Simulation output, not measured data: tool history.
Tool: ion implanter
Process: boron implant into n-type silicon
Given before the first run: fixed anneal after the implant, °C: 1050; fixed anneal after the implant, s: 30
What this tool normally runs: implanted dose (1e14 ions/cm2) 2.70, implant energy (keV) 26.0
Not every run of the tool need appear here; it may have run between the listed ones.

run,day,implanted dose (1e14 ions/cm2),implant energy (keV),wafers since the last listed run,hours since the last dose calibration,hours since the extraction supply was calibrated,hours since the gauge calibration,"read-back reference wafer on the same gauge, sheet resistance",sheet resistance of the implanted and annealed layer (ohm/square)
1,0.000,3.26,28.5,0,33.0,4140.1,881.9,331.18,260.32
2,2.629,3.15,33.0,1499,96.1,4203.2,945.0,331.11,264.61
3,4.967,3.15,33.0,1333,152.2,4259.3,1001.1,331.08,266.00
4,7.096,3.15,33.0,1214,203.3,4310.4,1052.2,330.86,267.08
5,9.588,2.10,20.5,1421,263.1,4370.2,1112.0,331.15,393.41
6,11.467,2.10,20.5,1072,308.2,4415.3,1157.1,331.07,393.35
7,14.288,2.70,26.0,1609,375.9,4483.0,1224.8,331.17,311.91
8,16.817,2.70,26.0,1442,436.6,4543.7,1285.5,330.91,312.18
# day 19.221: Faraday cup replaced and dose calibrated
# day 20.912: gauge calibrated
9,22.179,2.70,26.0,2869,71.0,4672.4,30.4,330.80,307.95
10,24.921,2.70,26.0,1564,136.8,4738.2,96.2,330.96,308.53
11,26.254,2.25,26.0,760,168.8,4770.2,128.2,330.83,360.00
12,29.000,2.25,26.0,1566,234.7,4836.1,194.1,331.01,359.87
13,31.204,2.25,26.0,1257,287.6,4889.0,247.0,330.98,360.02
14,32.946,2.18,26.0,993,329.4,4930.8,288.8,330.99,370.06
15,35.792,2.18,26.0,1623,397.7,4999.1,357.1,330.98,370.38
16,36.917,2.70,34.0,641,424.7,5026.1,384.1,330.95,302.68
# day 39.042: Faraday cup replaced and dose calibrated
17,39.062,3.35,26.0,1034,0.5,5077.6,435.6,330.89,256.46
18,41.450,3.24,34.0,1362,57.8,5134.9,492.9,331.00,256.94
19,43.162,3.08,20.0,976,98.9,5176.0,534.0,331.01,284.25
20,44.783,2.41,33.5,924,137.8,5214.9,572.9,331.04,329.81
21,46.371,2.70,26.0,905,175.9,5253.0,611.0,330.93,310.00
22,48.300,3.20,21.0,1100,222.2,5299.3,657.3,331.00,276.16
23,50.458,2.70,26.0,1231,274.0,5351.1,709.1,331.07,310.40

Run 24 comes next. What will it give?
24,52.304,2.70,26.0,1053,318.3,5395.4,753.4,?,?

For run 24 the tool returned read-back reference wafer on the same gauge, sheet resistance 331.01, sheet resistance of the implanted and annealed layer (ohm/square) 311.58.
With the hidden condition absent and the run-to-run variation left alone, this run would have shown sheet resistance of the implanted and annealed layer (ohm/square) 305.88.
